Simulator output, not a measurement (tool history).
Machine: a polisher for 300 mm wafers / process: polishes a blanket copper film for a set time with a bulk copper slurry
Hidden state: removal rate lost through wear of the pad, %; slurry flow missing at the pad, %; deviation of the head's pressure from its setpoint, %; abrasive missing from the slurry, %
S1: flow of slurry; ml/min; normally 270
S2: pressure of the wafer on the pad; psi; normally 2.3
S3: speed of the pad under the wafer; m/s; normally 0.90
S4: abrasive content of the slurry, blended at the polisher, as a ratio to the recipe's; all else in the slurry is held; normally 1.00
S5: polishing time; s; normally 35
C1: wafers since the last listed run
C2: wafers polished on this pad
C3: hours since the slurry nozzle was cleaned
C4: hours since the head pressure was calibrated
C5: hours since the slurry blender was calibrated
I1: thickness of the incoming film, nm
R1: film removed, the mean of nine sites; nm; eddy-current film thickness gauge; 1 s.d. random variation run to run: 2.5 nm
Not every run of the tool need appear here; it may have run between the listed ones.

{"run": 1, "day": 0.0, "S1": 270, "S2": 2.3, "S3": 0.9, "S4": 1.0, "S5": 35, "C1": 0, "C2": 2935, "C3": 45.7, "C4": 174.2, "C5": 251.0, "I1": 3361.2, "R1": 204.6}
{"run": 2, "day": 1.95, "S1": 270, "S2": 2.3, "S3": 0.9, "S4": 1.0, "S5": 35, "C1": 787, "C2": 3723, "C3": 92.5, "C4": 221.0, "C5": 297.8, "I1": 3362.2, "R1": 202.6}
{"run": 3, "day": 3.967, "S1": 270, "S2": 2.3, "S3": 0.9, "S4": 1.0, "S5": 35, "C1": 814, "C2": 4538, "C3": 140.9, "C4": 269.4, "C5": 346.2, "I1": 3311.0, "R1": 194.9}
{"day": 6.033, "done": "slurry blender recalibrated"}
{"run": 4, "day": 6.329, "S1": 270, "S2": 2.3, "S3": 0.9, "S4": 1.0, "S5": 35, "C1": 920, "C2": 5458, "C3": 197.6, "C4": 326.1, "C5": 7.1, "I1": 3352.7, "R1": 211.8}
{"run": 5, "day": 9.933, "S1": 270, "S2": 2.3, "S3": 0.9, "S4": 1.0, "S5": 35, "C1": 1455, "C2": 6914, "C3": 284.1, "C4": 412.6, "C5": 93.6, "I1": 3329.6, "R1": 206.2}
{"day": 11.538, "done": "worn pad replaced by a new one"}
{"run": 6, "day": 11.558, "S1": 270, "S2": 2.3, "S3": 0.9, "S4": 1.0, "S5": 35, "C1": 589, "C2": 8, "C3": 323.1, "C4": 451.6, "C5": 132.6, "I1": 3382.7, "R1": 202.9}
{"run": 7, "day": 15.975, "S1": 245, "S2": 2.3, "S3": 0.9, "S4": 1.0, "S5": 30, "C1": 1784, "C2": 1792, "C3": 429.1, "C4": 557.6, "C5": 238.6, "I1": 3325.4, "R1": 172.8}
{"day": 17.583, "done": "slurry nozzle cleaned"}
{"run": 8, "day": 19.692, "S1": 245, "S2": 2.3, "S3": 0.9, "S4": 1.0, "S5": 30, "C1": 1484, "C2": 3277, "C3": 50.6, "C4": 646.8, "C5": 327.8, "I1": 3349.4, "R1": 164.7}
{"run": 9, "day": 22.517, "S1": 245, "S2": 2.3, "S3": 0.9, "S4": 1.0, "S5": 30, "C1": 1141, "C2": 4418, "C3": 118.4, "C4": 714.6, "C5": 395.6, "I1": 3351.1, "R1": 168.8}
{"day": 25.221, "done": "slurry blender recalibrated"}
{"day": 28.792, "done": "worn pad replaced by a new one, of another model than before"}
{"day": 32.467, "done": "head pressure recalibrated"}
{"run": 10, "day": 33.125, "S1": 270, "S2": 2.3, "S3": 0.9, "S4": 1.0, "S5": 35, "C1": 4150, "C2": 1716, "C3": 373.0, "C4": 15.8, "C5": 189.7, "I1": 3376.3, "R1": 202.3}
{"day": 37.596, "done": "slurry nozzle cleaned"}
{"run": 11, "day": 37.617, "S1": 270, "S2": 2.3, "S3": 0.9, "S4": 1.0, "S5": 35, "C1": 1797, "C2": 3514, "C3": 0.5, "C4": 123.6, "C5": 297.5, "I1": 3402.1, "R1": 203.0}
{"run": 12, "day": 40.592, "S1": 270, "S2": 2.3, "S3": 0.9, "S4": 1.0, "S5": 35, "C1": 1201, "C2": 4716, "C3": 71.9, "C4": 195.0, "C5": 368.9, "I1": 3370.9, "R1": 197.5}
{"day": 44.658, "done": "slurry blender recalibrated"}
{"day": 44.679, "done": "worn pad replaced by a new one"}
{"run": 13, "day": 45.017, "S1": 270, "S2": 1.9, "S3": 0.64, "S4": 1.0, "S5": 35, "C1": 1744, "C2": 135, "C3": 178.1, "C4": 301.2, "C5": 8.6, "I1": 3343.2, "R1": 150.0}
{"run": 14, "day": 47.375, "S1": 270, "S2": 2.3, "S3": 0.9, "S4": 1.0, "S5": 35, "C1": 952, "C2": 1088, "C3": 234.7, "C4": 357.8, "C5": 65.2, "I1": 3296.5, "R1": 207.9}
{"run": 15, "day": 48.996, "S1": 200, "S2": 2.8, "S3": 0.9, "S4": 1.2, "S5": 43, "C1": 654, "C2": 1743, "C3": 273.6, "C4": 396.7, "C5": 104.1, "I1": 3346.1, "R1": 276.0}
{"run": 16, "day": 52.671, "S1": 270, "S2": 2.3, "S3": 0.9, "S4": 1.2, "S5": 35, "C1": 1484, "C2": 3227, "C3": 361.8, "C4": 484.9, "C5": 192.3, "I1": 3324.2, "R1": 209.9}
{"day": 54.696, "done": "slurry nozzle cleaned"}
{"run": 17, "day": 55.5, "S1": 350, "S2": 2.3, "S3": 0.9, "S4": 1.15, "S5": 24, "C1": 1126, "C2": 4353, "C3": 19.3, "C4": 552.8, "C5": 260.2, "I1": 3336.4, "R1": 150.1}
{"day": 63.192, "done": "slurry blender recalibrated"}
{"run": 18, "day": 64.246, "S1": 355, "S2": 2.6, "S3": 0.9, "S4": 0.9, "S5": 44, "C1": 3499, "C2": 7853, "C3": 229.2, "C4": 762.7, "C5": 25.3, "I1": 3316.4, "R1": 288.1}
{"day": 64.596, "done": "worn pad replaced by a new one"}
{"day": 68.375, "done": "head pressure recalibrated"}
{"run": 19, "day": 68.425, "S1": 270, "S2": 2.3, "S3": 0.9, "S4": 1.0, "S5": 35, "C1": 1587, "C2": 1513, "C3": 329.5, "C4": 1.2, "C5": 125.6, "I1": 3377.5, "R1": 200.9}
{"day": 70.15, "done": "slurry nozzle cleaned"}
{"run": 20, "day": 71.396, "S1": 270, "S2": 1.8, "S3": 0.9, "S4": 1.0, "S5": 35, "C1": 1183, "C2": 2696, "C3": 29.9, "C4": 72.5, "C5": 196.9, "I1": 3339.3, "R1": 174.3}
{"run": 21, "day": 74.425, "S1": 270, "S2": 2.3, "S3": 1.04, "S4": 1.0, "S5": 35, "C1": 1223, "C2": 3919, "C3": 102.6, "C4": 145.2, "C5": 269.6, "I1": 3396.1, "R1": 215.3}
{"run": 22, "day": 78.021, "S1": 270, "S2": 2.3, "S3": 0.9, "S4": 1.0, "S5": 35, "C1": 1452, "C2": 5372, "C3": 188.9, "C4": 231.5, "C5": 355.9, "I1": 3320.2, "R1": 199.9}
{"day": 79.121, "done": "slurry blender recalibrated"}
{"day": 81.629, "done": "worn pad replaced by a new one"}
{"run": 23, "day": 81.65, "S1": 270, "S2": 2.3, "S3": 1.08, "S4": 1.1, "S5": 29, "C1": 1365, "C2": 7, "C3": 276.0, "C4": 318.6, "C5": 60.7, "I1": 3310.8, "R1": 192.6}
{"run": 24, "day": 84.667, "S1": 270, "S2": 2.0, "S3": 0.9, "S4": 1.0, "S5": 35, "C1": 1218, "C2": 1226, "C3": 348.4, "C4": 391.0, "C5": 133.1, "I1": 3334.0, "R1": 186.7}
{"run": 25, "day": 88.1, "S1": 200, "S2": 2.3, "S3": 0.9, "S4": 1.0, "S5": 42, "C1": 1386, "C2": 2613, "C3": 430.8, "C4": 473.4, "C5": 215.5, "I1": 3330.4, "R1": 232.0}

Here are 3 independent what-if runs from the current tool condition. What would each one return?
{"run": "A", "day": 88.117, "S1": 270, "S2": 2.3, "S3": 0.9, "S4": 1.0, "S5": 35, "C1": 6, "C2": 2619, "C3": 431.2, "C4": 473.8, "C5": 215.9, "I1": 3360.4, "R1": "?"}
{"run": "B", "day": 88.117, "S1": 270, "S2": 2.1, "S3": 0.9, "S4": 0.9, "S5": 35, "C1": 6, "C2": 2619, "C3": 431.2, "C4": 473.8, "C5": 215.9, "I1": 3360.4, "R1": "?"}
{"run": "C", "day": 88.117, "S1": 185, "S2": 2.1, "S3": 0.9, "S4": 0.75, "S5": 39, "C1": 6, "C2": 2619, "C3": 431.2, "C4": 473.8, "C5": 215.9, "I1": 3360.4, "R1": "?"}

run=A R1=200.1
run=B R1=185.4
run=C R1=181.1
With no hidden state in the tool, these same runs would have given:
run=A R1=203.1
run=B R1=188.2
run=C R1=183.7
